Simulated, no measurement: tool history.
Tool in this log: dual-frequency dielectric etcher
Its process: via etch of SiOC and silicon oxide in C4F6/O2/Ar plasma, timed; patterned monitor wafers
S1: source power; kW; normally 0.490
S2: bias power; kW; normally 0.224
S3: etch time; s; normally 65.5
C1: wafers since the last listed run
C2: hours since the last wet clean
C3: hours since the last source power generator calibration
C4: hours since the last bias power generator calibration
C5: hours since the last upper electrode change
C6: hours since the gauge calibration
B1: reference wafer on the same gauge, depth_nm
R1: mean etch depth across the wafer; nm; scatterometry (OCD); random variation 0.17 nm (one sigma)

run 1 hour=0.0 | S1=0.490 S2=0.255 S3=65.5 | C1=0 C2=36.6 C3=1711.8 C4=2628.6 C5=4042.0 C6=284.5 | B1=72.1 | R1=91.1
run 2 hour=64.8 | S1=0.490 S2=0.246 S3=65.5 | C1=1146 C2=101.4 C3=1776.6 C4=2693.4 C5=4106.8 C6=349.3 | B1=72.1 | R1=90.4
run 3 hour=136.3 | S1=0.490 S2=0.246 S3=65.5 | C1=1264 C2=172.9 C3=1848.1 C4=2764.9 C5=4178.3 C6=420.8 | B1=72.1 | R1=90.6
run 4 hour=172.9 | S1=0.490 S2=0.246 S3=65.5 | C1=647 C2=209.5 C3=1884.7 C4=2801.5 C5=4214.9 C6=457.4 | B1=72.1 | R1=90.7
-- hour=213.2 gauge calibrated
run 5 hour=226.6 | S1=0.490 S2=0.224 S3=65.5 | C1=950 C2=263.2 C3=1938.4 C4=2855.2 C5=4268.6 C6=13.4 | B1=72.1 | R1=88.2
run 6 hour=280.5 | S1=0.490 S2=0.265 S3=58.5 | C1=953 C2=317.1 C3=1992.3 C4=2909.1 C5=4322.5 C6=67.3 | B1=72.1 | R1=83.3
run 7 hour=342.7 | S1=0.400 S2=0.224 S3=65.5 | C1=1100 C2=379.3 C3=2054.5 C4=2971.3 C5=4384.7 C6=129.5 | B1=72.1 | R1=78.4
-- hour=380.3 source power generator calibrated
run 8 hour=382.1 | S1=0.490 S2=0.224 S3=65.5 | C1=626 C2=418.7 C3=1.8 C4=3010.7 C5=4424.1 C6=168.9 | B1=72.1 | R1=86.5
run 9 hour=447.1 | S1=0.600 S2=0.269 S3=81.5 | C1=1149 C2=483.7 C3=66.8 C4=3075.7 C5=4489.1 C6=233.9 | B1=72.1 | R1=127.4
-- hour=496.2 wet clean of the chamber
run 10 hour=496.7 | S1=0.490 S2=0.224 S3=65.5 | C1=452 C2=0.5 C3=116.4 C4=3125.3 C5=4538.7 C6=283.5 | B1=72.1 | R1=85.3
-- hour=535.7 upper electrode replaced
run 11 hour=545.5 | S1=0.430 S2=0.224 S3=65.5 | C1=438 C2=49.3 C3=165.2 C4=3174.1 C5=9.8 C6=332.3 | B1=72.1 | R1=79.4
-- hour=564.2 bias power generator calibrated
run 12 hour=574.2 | S1=0.370 S2=0.204 S3=57.5 | C1=436 C2=78.0 C3=193.9 C4=10.0 C5=38.5 C6=361.0 | B1=72.1 | R1=61.8
run 13 hour=639.5 | S1=0.490 S2=0.255 S3=65.5 | C1=1155 C2=143.3 C3=259.2 C4=75.3 C5=103.8 C6=426.3 | B1=72.1 | R1=89.9
-- hour=662.3 gauge calibrated
run 14 hour=690.1 | S1=0.550 S2=0.270 S3=83.0 | C1=895 C2=193.9 C3=309.8 C4=125.9 C5=154.4 C6=27.8 | B1=72.1 | R1=123.1
run 15 hour=760.4 | S1=0.380 S2=0.184 S3=84.5 | C1=1243 C2=264.2 C3=380.1 C4=196.2 C5=224.7 C6=98.1 | B1=72.1 | R1=90.0
run 16 hour=808.5 | S1=0.490 S2=0.224 S3=79.5 | C1=850 C2=312.3 C3=428.2 C4=244.3 C5=272.8 C6=146.2 | B1=72.1 | R1=105.0
run 17 hour=869.0 | S1=0.490 S2=0.224 S3=57.0 | C1=1070 C2=372.8 C3=488.7 C4=304.8 C5=333.3 C6=206.7 | B1=72.1 | R1=75.2

Difference, measured minus no-hidden-state, one row per run. Run-to-run variation is common to both terms; the gauge's own scatter need not be:
Hidden state at play: etch rate over this chamber's usual, %; source power that arrives over what is set, %; bias power that arrives over what is set, %; gauge reads high (%).
run=1 R1=+1.7
run=2 R1=+1.9
run=3 R1=+2.2
run=4 R1=+2.3
run=5 R1=+2.5
run=6 R1=+2.5
run=7 R1=+2.6
run=8 R1=+0.8
run=9 R1=+1.5
run=10 R1=-0.3
run=11 R1=-0.2
run=12 R1=-0.1
run=13 R1=+0.1
run=14 R1=+0.4
run=15 R1=+0.6
run=16 R1=+0.9
run=17 R1=+0.8
